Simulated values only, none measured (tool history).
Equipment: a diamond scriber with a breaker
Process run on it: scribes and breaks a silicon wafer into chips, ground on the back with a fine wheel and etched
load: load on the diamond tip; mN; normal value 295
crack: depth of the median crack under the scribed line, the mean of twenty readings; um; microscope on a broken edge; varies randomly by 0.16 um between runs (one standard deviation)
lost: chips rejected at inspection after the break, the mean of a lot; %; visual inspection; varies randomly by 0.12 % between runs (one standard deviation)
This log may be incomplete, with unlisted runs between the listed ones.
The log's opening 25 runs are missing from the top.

run,hour,load,"incoming depth of the damage left on the back of the incoming wafer, um",crack,lost
26,291.2,268,0.43,9.39,7.04
27,299,295,0.52,10.08,4.01
# hour 339.9: load on the tip recalibrated
28,342.7,295,0.61,10.94,2.56
29,359.4,295,0.54,10.91,3.14
30,367.2,355,0.46,11.96,1.96
31,384.1,346,0.36,11.76,1.92
32,435.1,256,0.69,9.13,7.42
33,470.4,295,0.63,10.29,4.18
34,478.8,353,0.43,11.79,1.85
35,494.7,366,0.61,11.84,1.9
36,501.3,338,0.33,10.82,2.27
37,513.1,381,0.56,12,1.74
38,531,248,0.46,8.67,10.91
39,548.6,295,0.77,9.61,4.97

Forecast run 40:
40,556.1,247,0.52,?,?

{"run 40": {"crack": 8.59, "lost": 11.01}}
With no hidden state in the tool, this same run would have given crack 10.25 um, lost 3.64 %.

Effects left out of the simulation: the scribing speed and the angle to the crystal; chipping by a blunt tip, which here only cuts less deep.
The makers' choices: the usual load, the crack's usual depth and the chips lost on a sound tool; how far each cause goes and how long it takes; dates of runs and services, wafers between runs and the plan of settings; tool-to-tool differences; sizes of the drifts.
